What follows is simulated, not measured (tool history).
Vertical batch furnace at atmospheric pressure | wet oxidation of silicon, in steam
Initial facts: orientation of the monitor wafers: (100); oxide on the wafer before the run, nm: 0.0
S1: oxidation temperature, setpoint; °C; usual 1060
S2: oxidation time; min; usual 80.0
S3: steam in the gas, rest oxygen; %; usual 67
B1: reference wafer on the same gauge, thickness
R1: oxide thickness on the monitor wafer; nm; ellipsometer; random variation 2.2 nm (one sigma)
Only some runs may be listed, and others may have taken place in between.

run 1 day=0.000 | S1=1060 S2=80.0 S3=67 | B1=725.73 | R1=607.07
run 2 day=3.962 | S1=1060 S2=80.0 S3=67 | B1=725.52 | R1=605.98
run 3 day=6.792 | S1=1060 S2=80.0 S3=67 | B1=725.37 | R1=610.35
run 4 day=15.746 | S1=1060 S2=80.0 S3=67 | B1=725.71 | R1=607.65
run 5 day=18.067 | S1=1060 S2=80.0 S3=67 | B1=725.54 | R1=611.32
run 6 day=20.404 | S1=1060 S2=80.0 S3=67 | B1=725.97 | R1=606.62
run 7 day=33.833 | S1=1045 S2=80.0 S3=61 | B1=726.35 | R1=536.12
run 8 day=36.292 | S1=1045 S2=80.0 S3=61 | B1=725.59 | R1=539.78
run 9 day=38.458 | S1=1065 S2=80.0 S3=67 | B1=726.44 | R1=631.05
run 10 day=40.583 | S1=1065 S2=80.0 S3=67 | B1=724.54 | R1=629.05
run 11 day=43.262 | S1=1060 S2=80.0 S3=67 | B1=726.47 | R1=617.95
run 12 day=47.412 | S1=1060 S2=80.0 S3=67 | B1=725.97 | R1=595.94
run 13 day=49.700 | S1=1060 S2=80.0 S3=67 | B1=726.67 | R1=601.04
run 14 day=52.467 | S1=1067 S2=80.0 S3=67 | B1=725.54 | R1=625.05
run 15 day=56.412 | S1=1067 S2=80.0 S3=67 | B1=726.40 | R1=621.85
run 16 day=58.288 | S1=1067 S2=80.0 S3=67 | B1=725.45 | R1=617.75
run 17 day=61.888 | S1=1060 S2=52.0 S3=63 | B1=725.21 | R1=445.41
run 18 day=63.858 | S1=1048 S2=80.0 S3=59 | B1=726.07 | R1=522.13
run 19 day=66.146 | S1=1052 S2=105.5 S3=77 | B1=725.86 | R1=738.10
run 20 day=69.562 | S1=1060 S2=80.0 S3=67 | B1=726.53 | R1=600.82
run 21 day=71.546 | S1=1060 S2=80.0 S3=67 | B1=725.44 | R1=602.91
run 22 day=75.538 | S1=1079 S2=47.0 S3=67 | B1=725.59 | R1=478.29
run 23 day=79.267 | S1=1084 S2=116.0 S3=64 | B1=725.43 | R1=808.89
run 24 day=82.917 | S1=1070 S2=80.0 S3=79 | B1=726.26 | R1=691.06
run 25 day=86.642 | S1=1060 S2=80.0 S3=67 | B1=725.41 | R1=618.06
run 26 day=89.988 | S1=1069 S2=80.0 S3=67 | B1=725.48 | R1=646.54
run 27 day=93.800 | S1=1048 S2=110.5 S3=72 | B1=726.15 | R1=733.94
run 28 day=96.821 | S1=1060 S2=80.0 S3=67 | B1=725.92 | R1=620.25
run 29 day=99.279 | S1=1060 S2=80.0 S3=78 | B1=726.18 | R1=674.12
run 30 day=101.775 | S1=1060 S2=80.0 S3=67 | B1=725.82 | R1=614.73
run 31 day=105.617 | S1=1084 S2=49.5 S3=57 | B1=726.32 | R1=474.38
run 32 day=110.850 | S1=1053 S2=47.0 S3=76 | B1=725.20 | R1=462.32
run 33 day=113.112 | S1=1060 S2=66.5 S3=63 | B1=725.12 | R1=529.43
run 34 day=122.367 | S1=1077 S2=90.5 S3=67 | B1=726.57 | R1=714.14
run 35 day=126.800 | S1=1060 S2=80.0 S3=67 | B1=725.54 | R1=604.92

Not shown: 4 entries that the log had between the listed runs. Between which runs, and how does the tool's hidden state differ before and after?
Between runs 11 and 12: thermocouples replaced and temperature profile calibrated (day 46.921)
  true tube temperature minus thermocouple reading, K: 5.99 -> 0.274; steam share off its setpoint, % of the setpoint: -4.11 -> -4.14
  the result without the hidden state subtracted from the measured one, R1: +2.92 -> -14.41 nm
Between runs 17 and 18: gauge calibrated (day 63.142)
  true tube temperature minus thermocouple reading, K: 0.419 -> 0.46; steam share off its setpoint, % of the setpoint: -4.24 -> -4.26
  the result without the hidden state subtracted from the measured one, R1: -11.12 -> -12.91 nm
Between runs 24 and 25: steam generator serviced (day 84.254)
  true tube temperature minus thermocouple reading, K: 1.11 -> 1.3; steam share off its setpoint, % of the setpoint: -4.35 -> -0.321
  the result without the hidden state subtracted from the measured one, R1: -14.46 -> +2.81 nm
Between runs 34 and 35: thermocouples replaced and temperature profile calibrated (day 126.779)
  true tube temperature minus thermocouple reading, K: 3.96 -> 0.341; steam share off its setpoint, % of the setpoint: -2.56 -> -2.74
  the result without the hidden state subtracted from the measured one, R1: +1.50 -> -9.06 nm

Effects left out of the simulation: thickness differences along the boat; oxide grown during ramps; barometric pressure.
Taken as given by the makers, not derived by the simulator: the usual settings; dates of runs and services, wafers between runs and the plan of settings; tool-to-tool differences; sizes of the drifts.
